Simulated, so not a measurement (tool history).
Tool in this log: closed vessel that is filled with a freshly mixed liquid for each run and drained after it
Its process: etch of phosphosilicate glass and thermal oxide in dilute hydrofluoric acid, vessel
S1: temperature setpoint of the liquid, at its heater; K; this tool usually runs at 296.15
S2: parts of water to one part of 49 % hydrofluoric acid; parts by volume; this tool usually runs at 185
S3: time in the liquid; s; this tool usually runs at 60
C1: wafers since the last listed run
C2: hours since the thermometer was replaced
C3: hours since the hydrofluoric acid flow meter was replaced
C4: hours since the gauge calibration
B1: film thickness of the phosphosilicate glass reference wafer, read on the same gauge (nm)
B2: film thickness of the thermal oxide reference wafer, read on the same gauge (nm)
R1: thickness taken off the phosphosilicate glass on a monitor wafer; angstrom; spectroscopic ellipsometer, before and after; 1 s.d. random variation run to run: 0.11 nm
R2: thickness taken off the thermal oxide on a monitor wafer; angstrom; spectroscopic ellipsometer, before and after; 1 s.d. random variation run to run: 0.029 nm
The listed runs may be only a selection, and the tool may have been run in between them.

Run 1, day 0: usual settings; C1 0; C2 1290.2; C3 280.5; C4 294.1; B1 80.04; B2 119.995. Result: R1 222.8 angstrom, R2 13.19 angstrom.
Run 2, day 2.579: usual settings; C1 7632; C2 1352.1; C3 342.4; C4 356; B1 79.97; B2 119.998. Result: R1 223 angstrom, R2 12.82 angstrom.
Run 3, day 4.104: usual settings; C1 4512; C2 1388.7; C3 379; C4 392.6; B1 79.98; B2 119.994. Result: R1 222.3 angstrom, R2 13.21 angstrom.
At day 6.075: hydrofluoric acid flow meter replaced.
Run 4, day 6.204: usual settings; C1 6090; C2 1439.1; C3 3.1; C4 443; B1 80; B2 119.983. Result: R1 222 angstrom, R2 13.23 angstrom.
Run 5, day 7.529: usual settings but S2 130 parts by volume; C1 3920; C2 1470.9; C3 34.9; C4 474.8; B1 80.04; B2 119.982. Result: R1 334.4 angstrom, R2 19.34 angstrom.
Run 6, day 9.638: usual settings but S2 130 parts by volume; C1 6238; C2 1521.5; C3 85.5; C4 525.4; B1 80; B2 119.976. Result: R1 333.9 angstrom, R2 19.79 angstrom.
At day 9.962: thermometer replaced.
Run 7, day 12.788: usual settings; C1 9197; C2 67.8; C3 161.1; C4 601; B1 80; B2 119.989. Result: R1 240 angstrom, R2 13.69 angstrom.
Run 8, day 14.929: usual settings; C1 6337; C2 119.2; C3 212.5; C4 652.4; B1 80.01; B2 119.958. Result: R1 237.7 angstrom, R2 13.8 angstrom.
At day 15.229: gauge calibrated.
Run 9, day 16.067: usual settings; C1 3366; C2 146.5; C3 239.8; C4 20.1; B1 79.98; B2 119.989. Result: R1 238.5 angstrom, R2 14.06 angstrom.
Run 10, day 17.129: usual settings but S3 40 s; C1 3144; C2 172; C3 265.3; C4 45.6; B1 79.99; B2 119.979. Result: R1 158.9 angstrom, R2 9.16 angstrom.
Run 11, day 19.925: usual settings but S1 292.15 K, S2 245 parts by volume, S3 75 s; C1 8273; C2 239.1; C3 332.4; C4 112.7; B1 79.96; B2 120.036. Result: R1 181.5 angstrom, R2 10.22 angstrom.
Run 12, day 21.238: usual settings but S3 95 s; C1 3883; C2 270.6; C3 363.9; C4 144.2; B1 79.99; B2 119.988. Result: R1 374.9 angstrom, R2 21.67 angstrom.
At day 21.929: hydrofluoric acid flow meter replaced.
Run 13, day 23.296: usual settings but S2 105 parts by volume; C1 5967; C2 320; C3 32.8; C4 193.6; B1 80.01; B2 120.011. Result: R1 454 angstrom, R2 26.35 angstrom.
Run 14, day 25.354: usual settings but S2 135 parts by volume; C1 6090; C2 369.4; C3 82.2; C4 243; B1 80.04; B2 120.025. Result: R1 342.9 angstrom, R2 19.76 angstrom.
Run 15, day 26.429: usual settings but S1 300.65 K, S2 220 parts by volume, S3 40 s; C1 3181; C2 395.2; C3 108; C4 268.8; B1 80.05; B2 120.001. Result: R1 148.8 angstrom, R2 8.41 angstrom.
Run 16, day 28.158: usual settings but S1 298.65 K, S3 45 s; C1 5116; C2 436.7; C3 149.5; C4 310.3; B1 80.01; B2 120.013. Result: R1 193.5 angstrom, R2 10.62 angstrom.

Difference, measured minus no-hidden-state, one row per run. Run-to-run variation is common to both terms; the gauge's own scatter need not be:
What the log doesn't record here: liquid colder than its thermometer reads (K); hydrofluoric acid flow below the setpoint (%); gauge reads high (%).
run     R1     R2
  1  -18.4  -1.08
  2  -19.3  -1.11
  3  -19.7  -1.17
  4  -20.4  -1.21
  5  -32.6  -1.89
  6  -33.6  -1.99
  7   -3.6   -0.2
  8   -4.3  -0.25
  9   -4.7  -0.28
 10   -3.4   -0.2
 11   -4.6  -0.26
 12  -10.1  -0.59
 13  -14.2  -0.82
 14  -11.6  -0.67
 15   -4.7  -0.27
 16   -6.9  -0.37

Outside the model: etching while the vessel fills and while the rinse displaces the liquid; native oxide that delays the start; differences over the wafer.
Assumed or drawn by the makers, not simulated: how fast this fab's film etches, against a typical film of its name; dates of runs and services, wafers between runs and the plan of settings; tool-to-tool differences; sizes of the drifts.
